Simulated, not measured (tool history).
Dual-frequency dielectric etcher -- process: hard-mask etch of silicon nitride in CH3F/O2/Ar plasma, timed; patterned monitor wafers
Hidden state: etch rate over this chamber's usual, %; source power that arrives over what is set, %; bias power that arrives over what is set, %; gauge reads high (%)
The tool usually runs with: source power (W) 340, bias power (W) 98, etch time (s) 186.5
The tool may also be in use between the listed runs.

run     day  source power (W)  bias power (W)  etch time (s)  wafers since the last listed run  hours since the last wet clean  hours since the last source power generator calibration  hours since the last bias power generator calibration  hours since the last upper electrode change  hours since the gauge calibration  read-back reference wafer on the same gauge, depth_nm  mean etch depth across the wafer (nm)
  1       0               390              98            208                                 0                           214.6                                                   3021.1                                                  958.1                                       3293.3                             3260.6                                                  117.1                                  152.4
  2   3.412               340              98          163.5                               562                           296.5                                                     3103                                                   1040                                       3375.2                             3342.5                                                  116.8                                  115.4
  3   5.221               340              98          163.5                               298                           339.9                                                   3146.4                                                 1083.4                                       3418.6                             3385.9                                                    117                                  114.9
  4   8.592               390             105            227                               556                           420.8                                                   3227.3                                                 1164.3                                       3499.5                             3466.8                                                  116.8                                  169.3
  5  11.688               310              86          164.5                               510                           495.1                                                   3301.6                                                 1238.6                                       3573.8                             3541.1                                                    117                                  109.5
     13.483  -- gauge calibrated
  6  14.712               340              98          160.5                               499                           567.7                                                   3374.2                                                 1311.2                                       3646.4                               29.5                                                  117.2                                  113.2
     17.104  -- upper electrode replaced
  7  17.125               380              83            203                               233                           625.6                                                   3432.1                                                 1369.1                                          0.5                               87.4                                                    117                                  141.2
  8  21.367               400             109          204.5                               699                           727.4                                                   3533.9                                                 1470.9                                        102.3                              189.2                                                  117.1                                  153.8
     23.212  -- wet clean of the chamber
  9  24.758               340              98            142                               394                            37.1                                                   3615.3                                                 1552.3                                        183.7                              270.6                                                  116.9                                   99.7
 10  28.046               340             116          186.5                               542                             116                                                   3694.2                                                 1631.2                                        262.6                              349.5                                                  116.9                                  137.3
 11  31.625               380             117          202.5                               590                           201.9                                                   3780.1                                                 1717.1                                        348.5                              435.4                                                    117                                  154.1
 12  33.542               340              98          186.5                               316                           247.9                                                   3826.1                                                 1763.1                                        394.5                              481.4                                                    117                                  131.7
 13  36.533               340              98          186.5                               493                           319.7                                                   3897.9                                                 1834.9                                        466.3                              553.2                                                    117                                  131.7
 14  40.567               290              76          139.5                               665                           416.5                                                   3994.7                                                 1931.7                                        563.1                                650                                                  116.9                                   88.7
 15  44.117               360             111          218.5                               585                           501.7                                                   4079.9                                                 2016.9                                        648.3                              735.2                                                  116.8                                  160.2
 16  46.821               380             111          217.5                               446                           566.6                                                   4144.8                                                 2081.8                                        713.2                              800.1                                                  117.1                                  161.4
       48.9  -- source power generator calibrated
 17  50.246               340              75            158                               537                           648.8                                                     32.3                                                   2164                                        795.4                              882.3                                                  116.9                                    104
 18  54.062               340              83            166                               629                           740.4                                                    123.9                                                 2255.6                                          887                              973.9                                                  116.9                                  111.9
       55.3  -- wet clean of the chamber
     56.062  -- bias power generator calibrated
 19  56.083               340              98          186.5                               140                            18.8                                                    172.4                                                    0.5                                        935.5                             1022.4                                                    117                                  132.1
 20  58.917               340              98            166                               467                            86.8                                                    240.4                                                   68.5                                       1003.5                             1090.4                                                  116.8                                  117.1
 21  62.767               360              98          186.5                               635                           179.2                                                    332.8                                                  160.9                                       1095.9                             1182.8                                                  116.9                                  134.5

Run 22, settings as shown, results not yet in. Your forecast:
 22  65.879               420              75          186.5                               513                           253.9                                                    407.5                                                  235.6                                       1170.6                             1257.5                                                      ?                                      ?

{"run 22": {"read-back reference wafer on the same gauge, depth_nm": 117, "mean etch depth across the wafer (nm)": 131.3}}
Take away the tool's hidden state, keep the run-to-run variation as it was, and the same run would have given mean etch depth across the wafer (nm) 131.4.
